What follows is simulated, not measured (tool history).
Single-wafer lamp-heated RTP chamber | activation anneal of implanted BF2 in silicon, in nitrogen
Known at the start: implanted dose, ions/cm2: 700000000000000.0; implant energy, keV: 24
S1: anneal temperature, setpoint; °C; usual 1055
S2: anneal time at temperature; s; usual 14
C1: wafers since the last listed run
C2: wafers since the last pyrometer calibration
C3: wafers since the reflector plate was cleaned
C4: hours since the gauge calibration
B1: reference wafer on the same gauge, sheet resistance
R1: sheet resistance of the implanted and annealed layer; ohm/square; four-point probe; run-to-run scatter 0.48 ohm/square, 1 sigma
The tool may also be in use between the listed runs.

| run | hour | S1 | S2 | C1 | C2 | C3 | C4 | B1 | R1 |
|---|---|---|---|---|---|---|---|---|---|
| 1 | 0.0 | 1055 | 12 | 0 | 1473 | 4201 | 126.8 | 177.91 | 185.07 |
|  | 14.8 | pyrometer window cleaned and pyrometer calibrated |
| 2 | 38.1 | 1055 | 9 | 277 | 215 | 4479 | 164.9 | 178.11 | 189.45 |
| 3 | 45.5 | 1055 | 9 | 68 | 283 | 4548 | 172.3 | 177.97 | 189.50 |
| 4 | 52.3 | 1055 | 9 | 62 | 346 | 4610 | 179.1 | 178.05 | 188.58 |
| 5 | 70.2 | 1043 | 14 | 165 | 511 | 4776 | 197.0 | 178.04 | 188.76 |
| 6 | 86.7 | 1043 | 14 | 152 | 663 | 4928 | 213.5 | 177.88 | 188.62 |
| 7 | 95.1 | 1055 | 14 | 77 | 741 | 5006 | 221.9 | 177.79 | 184.45 |
| 8 | 112.6 | 1055 | 14 | 161 | 902 | 5167 | 239.4 | 178.09 | 184.25 |
| 9 | 121.3 | 1055 | 14 | 80 | 983 | 5248 | 248.1 | 177.94 | 185.01 |
| 10 | 128.0 | 1070 | 14 | 61 | 1045 | 5309 | 254.8 | 178.02 | 181.72 |
| 11 | 139.9 | 1070 | 14 | 109 | 1155 | 5419 | 266.7 | 178.01 | 181.19 |
| 12 | 156.1 | 1070 | 14 | 149 | 1304 | 5569 | 282.9 | 177.97 | 181.11 |
| 13 | 162.4 | 1055 | 14 | 58 | 1362 | 5627 | 289.2 | 178.04 | 184.10 |
|  | 178.8 | pyrometer window cleaned and pyrometer calibrated |
| 14 | 179.3 | 1055 | 14 | 82 | 4 | 5709 | 306.1 | 178.05 | 186.86 |
| 15 | 187.8 | 1055 | 14 | 78 | 83 | 5788 | 314.6 | 178.05 | 187.10 |
| 16 | 202.8 | 1055 | 14 | 138 | 221 | 5926 | 329.6 | 178.05 | 186.31 |
| 17 | 248.5 | 1083 | 19 | 421 | 643 | 6348 | 375.3 | 178.04 | 177.00 |
|  | 271.8 | gauge calibrated |
| 18 | 294.2 | 1082 | 19 | 421 | 1065 | 6770 | 22.4 | 178.08 | 176.82 |
| 19 | 302.5 | 1084 | 14 | 76 | 1142 | 6847 | 30.7 | 178.02 | 178.93 |
| 20 | 312.5 | 1055 | 14 | 92 | 1234 | 6939 | 40.7 | 177.99 | 184.96 |
| 21 | 321.7 | 1055 | 14 | 84 | 1319 | 7024 | 49.9 | 178.08 | 184.05 |
|  | 331.8 | reflector plate cleaned |
|  | 345.2 | pyrometer window cleaned and pyrometer calibrated |
| 22 | 345.7 | 1055 | 14 | 73 | 4 | 54 | 73.9 | 178.12 | 187.39 |
| 23 | 346.9 | 1055 | 14 | 11 | 15 | 65 | 75.1 | 177.89 | 187.41 |
| 24 | 359.6 | 1032 | 19 | 117 | 132 | 182 | 87.8 | 178.08 | 190.63 |
| 25 | 373.8 | 1079 | 17 | 131 | 263 | 313 | 102.0 | 178.04 | 178.98 |
| 26 | 388.5 | 1045 | 19 | 135 | 399 | 449 | 116.7 | 178.08 | 185.20 |
| 27 | 399.9 | 1055 | 14 | 105 | 504 | 554 | 128.1 | 177.90 | 185.43 |
| 28 | 409.3 | 1055 | 17 | 86 | 591 | 641 | 137.5 | 177.86 | 183.45 |
| 29 | 423.0 | 1067 | 21 | 126 | 717 | 768 | 151.2 | 177.99 | 178.61 |
| 30 | 436.3 | 1055 | 14 | 122 | 840 | 890 | 164.5 | 178.05 | 185.25 |
| 31 | 446.5 | 1026 | 10 | 94 | 934 | 985 | 174.7 | 177.96 | 198.63 |
| 32 | 453.4 | 1077 | 10 | 63 | 998 | 1048 | 181.6 | 177.99 | 183.10 |
| 33 | 464.0 | 1072 | 8 | 97 | 1096 | 1146 | 192.2 | 178.06 | 185.57 |

Predict each of these 5 candidate next runs independently; none follows another, all start after run 33:
| A | 464.4 | 1069 | 14 | 3 | 1100 | 1150 | 192.6 | ? | ? |
| B | 464.4 | 1041 | 22 | 3 | 1100 | 1150 | 192.6 | ? | ? |
| C | 464.4 | 1055 | 10 | 3 | 1100 | 1150 | 192.6 | ? | ? |
| D | 464.4 | 1045 | 12 | 3 | 1100 | 1150 | 192.6 | ? | ? |
| E | 464.4 | 1055 | 7 | 3 | 1100 | 1150 | 192.6 | ? | ? |

| run | B1 | R1 |
|---|---|---|
| A | 178.07 | 181.44 |
| B | 178.07 | 184.49 |
| C | 178.07 | 187.45 |
| D | 178.07 | 188.70 |
| E | 178.07 | 190.51 |
Had the tool no hidden state, the same runs would have come out as:
| run | R1 |
|---|---|
| A | 183.37 |
| B | 187.29 |
| C | 190.06 |
| D | 191.76 |
| E | 193.33 |

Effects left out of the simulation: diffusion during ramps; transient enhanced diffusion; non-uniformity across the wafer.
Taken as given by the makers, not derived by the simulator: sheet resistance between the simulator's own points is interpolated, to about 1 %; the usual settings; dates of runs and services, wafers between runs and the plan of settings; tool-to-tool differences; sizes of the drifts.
